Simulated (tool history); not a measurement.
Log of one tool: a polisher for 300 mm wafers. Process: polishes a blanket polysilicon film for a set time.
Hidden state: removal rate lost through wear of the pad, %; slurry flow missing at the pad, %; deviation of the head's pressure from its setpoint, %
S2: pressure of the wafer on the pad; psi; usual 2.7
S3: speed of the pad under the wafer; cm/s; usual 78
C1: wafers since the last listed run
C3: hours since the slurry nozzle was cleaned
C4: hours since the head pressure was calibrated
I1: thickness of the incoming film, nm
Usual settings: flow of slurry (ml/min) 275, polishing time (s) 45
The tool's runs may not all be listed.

{"run": 1, "hour": 0.0, "flow of slurry (ml/min)": 275, "S2": 2.7, "S3": 78, "polishing time (s)": 45, "C1": 0, "wafers polished on this pad": 24, "C3": 264.1, "C4": 901.5, "I1": 2265.1, "film removed (Å)": 2899}
{"run": 2, "hour": 10.2, "flow of slurry (ml/min)": 275, "S2": 2.7, "S3": 70, "polishing time (s)": 45, "C1": 147, "wafers polished on this pad": 172, "C3": 274.3, "C4": 911.7, "I1": 2279.9, "film removed (Å)": 2645}
{"run": 3, "hour": 24.8, "flow of slurry (ml/min)": 275, "S2": 2.7, "S3": 70, "polishing time (s)": 45, "C1": 211, "wafers polished on this pad": 383, "C3": 288.9, "C4": 926.3, "I1": 2308.4, "film removed (Å)": 2557}
{"run": 4, "hour": 35.5, "flow of slurry (ml/min)": 275, "S2": 2.7, "S3": 78, "polishing time (s)": 37, "C1": 154, "wafers polished on this pad": 537, "C3": 299.6, "C4": 937.0, "I1": 2284.6, "film removed (Å)": 2342}
{"run": 5, "hour": 43.2, "flow of slurry (ml/min)": 330, "S2": 2.7, "S3": 78, "polishing time (s)": 45, "C1": 111, "wafers polished on this pad": 649, "C3": 307.3, "C4": 944.7, "I1": 2287.8, "film removed (Å)": 2837}
{"hour": 48.4, "done": "worn pad replaced by a new one"}
{"run": 6, "hour": 57.9, "flow of slurry (ml/min)": 235, "S2": 2.7, "S3": 78, "polishing time (s)": 45, "C1": 154, "wafers polished on this pad": 137, "C3": 322.0, "C4": 959.4, "I1": 2315.7, "film removed (Å)": 2904}
{"run": 7, "hour": 67.2, "flow of slurry (ml/min)": 220, "S2": 2.7, "S3": 78, "polishing time (s)": 56, "C1": 134, "wafers polished on this pad": 272, "C3": 331.3, "C4": 968.7, "I1": 2258.1, "film removed (Å)": 3512}
{"run": 8, "hour": 79.4, "flow of slurry (ml/min)": 220, "S2": 2.7, "S3": 78, "polishing time (s)": 56, "C1": 176, "wafers polished on this pad": 448, "C3": 343.5, "C4": 980.9, "I1": 2283.2, "film removed (Å)": 3506}
{"run": 9, "hour": 94.4, "flow of slurry (ml/min)": 220, "S2": 2.7, "S3": 78, "polishing time (s)": 56, "C1": 216, "wafers polished on this pad": 665, "C3": 358.5, "C4": 995.9, "I1": 2289.7, "film removed (Å)": 3485}
{"run": 10, "hour": 105.8, "flow of slurry (ml/min)": 275, "S2": 2.7, "S3": 78, "polishing time (s)": 45, "C1": 164, "wafers polished on this pad": 830, "C3": 369.9, "C4": 1007.3, "I1": 2340.2, "film removed (Å)": 2748}
{"hour": 112.6, "done": "worn pad replaced by a new one"}
{"run": 11, "hour": 116.8, "flow of slurry (ml/min)": 275, "S2": 2.7, "S3": 78, "polishing time (s)": 45, "C1": 101, "wafers polished on this pad": 60, "C3": 380.9, "C4": 1018.3, "I1": 2276.6, "film removed (Å)": 2915}
{"run": 12, "hour": 130.6, "flow of slurry (ml/min)": 320, "S2": 1.9, "S3": 78, "polishing time (s)": 45, "C1": 199, "wafers polished on this pad": 259, "C3": 394.7, "C4": 1032.1, "I1": 2290.7, "film removed (Å)": 2326}
{"run": 13, "hour": 145.3, "flow of slurry (ml/min)": 190, "S2": 2.7, "S3": 78, "polishing time (s)": 45, "C1": 212, "wafers polished on this pad": 472, "C3": 409.4, "C4": 1046.8, "I1": 2302.6, "film removed (Å)": 2818}
{"hour": 150.5, "done": "slurry nozzle cleaned"}
{"run": 14, "hour": 154.5, "flow of slurry (ml/min)": 275, "S2": 2.7, "S3": 78, "polishing time (s)": 58, "C1": 118, "wafers polished on this pad": 590, "C3": 4.0, "C4": 1056.0, "I1": 2272.7, "film removed (Å)": 3686}
{"hour": 175.0, "done": "worn pad replaced by a new one"}
{"run": 15, "hour": 175.5, "flow of slurry (ml/min)": 275, "S2": 3.0, "S3": 70, "polishing time (s)": 60, "C1": 245, "wafers polished on this pad": 7, "C3": 25.0, "C4": 1077.0, "I1": 2294.2, "film removed (Å)": 3810}
{"run": 16, "hour": 182.6, "flow of slurry (ml/min)": 220, "S2": 2.7, "S3": 78, "polishing time (s)": 56, "C1": 102, "wafers polished on this pad": 109, "C3": 32.1, "C4": 1084.1, "I1": 2312.4, "film removed (Å)": 3560}
{"run": 17, "hour": 191.3, "flow of slurry (ml/min)": 185, "S2": 2.4, "S3": 92, "polishing time (s)": 31, "C1": 125, "wafers polished on this pad": 235, "C3": 40.8, "C4": 1092.8, "I1": 2263.9, "film removed (Å)": 2115}
{"run": 18, "hour": 207.5, "flow of slurry (ml/min)": 275, "S2": 2.7, "S3": 78, "polishing time (s)": 45, "C1": 234, "wafers polished on this pad": 469, "C3": 57.0, "C4": 1109.0, "I1": 2259.2, "film removed (Å)": 2888}
{"hour": 218.8, "done": "head pressure recalibrated"}
{"hour": 225.1, "done": "worn pad replaced by a new one"}
{"run": 19, "hour": 225.6, "flow of slurry (ml/min)": 275, "S2": 2.7, "S3": 78, "polishing time (s)": 45, "C1": 174, "wafers polished on this pad": 7, "C3": 75.1, "C4": 6.8, "I1": 2307.5, "film removed (Å)": 2922}
{"run": 20, "hour": 240.2, "flow of slurry (ml/min)": 330, "S2": 2.7, "S3": 78, "polishing time (s)": 45, "C1": 211, "wafers polished on this pad": 218, "C3": 89.7, "C4": 21.4, "I1": 2284.1, "film removed (Å)": 2906}
{"run": 21, "hour": 247.2, "flow of slurry (ml/min)": 200, "S2": 2.7, "S3": 60, "polishing time (s)": 45, "C1": 101, "wafers polished on this pad": 319, "C3": 96.7, "C4": 28.4, "I1": 2287.2, "film removed (Å)": 2199}
{"run": 22, "hour": 264.9, "flow of slurry (ml/min)": 275, "S2": 2.7, "S3": 78, "polishing time (s)": 45, "C1": 255, "wafers polished on this pad": 575, "C3": 114.4, "C4": 46.1, "I1": 2260.5, "film removed (Å)": 2846}
{"hour": 276.7, "done": "worn pad replaced by a new one"}
{"run": 23, "hour": 281.4, "flow of slurry (ml/min)": 275, "S2": 2.4, "S3": 78, "polishing time (s)": 51, "C1": 180, "wafers polished on this pad": 67, "C3": 130.9, "C4": 62.6, "I1": 2291.2, "film removed (Å)": 3053}

3 ways to go on from here, each from the tool as it stands after run 23. What would each give?
{"run": "A", "hour": 281.8, "flow of slurry (ml/min)": 275, "S2": 2.7, "S3": 100, "polishing time (s)": 45, "C1": 5, "wafers polished on this pad": 73, "C3": 131.3, "C4": 63.0, "I1": 2306.6, "film removed (Å)": "?"}
{"run": "B", "hour": 281.8, "flow of slurry (ml/min)": 275, "S2": 1.9, "S3": 60, "polishing time (s)": 60, "C1": 5, "wafers polished on this pad": 73, "C3": 131.3, "C4": 63.0, "I1": 2306.6, "film removed (Å)": "?"}
{"run": "C", "hour": 281.8, "flow of slurry (ml/min)": 355, "S2": 2.4, "S3": 98, "polishing time (s)": 29, "C1": 5, "wafers polished on this pad": 73, "C3": 131.3, "C4": 63.0, "I1": 2306.6, "film removed (Å)": "?"}

run=A film_removed_(Å)=3739
run=B film_removed_(Å)=2377
run=C film_removed_(Å)=2206
Without the tool's hidden state the same runs would have given:
run=A film_removed_(Å)=3749
run=B film_removed_(Å)=2384
run=C film_removed_(Å)=2211

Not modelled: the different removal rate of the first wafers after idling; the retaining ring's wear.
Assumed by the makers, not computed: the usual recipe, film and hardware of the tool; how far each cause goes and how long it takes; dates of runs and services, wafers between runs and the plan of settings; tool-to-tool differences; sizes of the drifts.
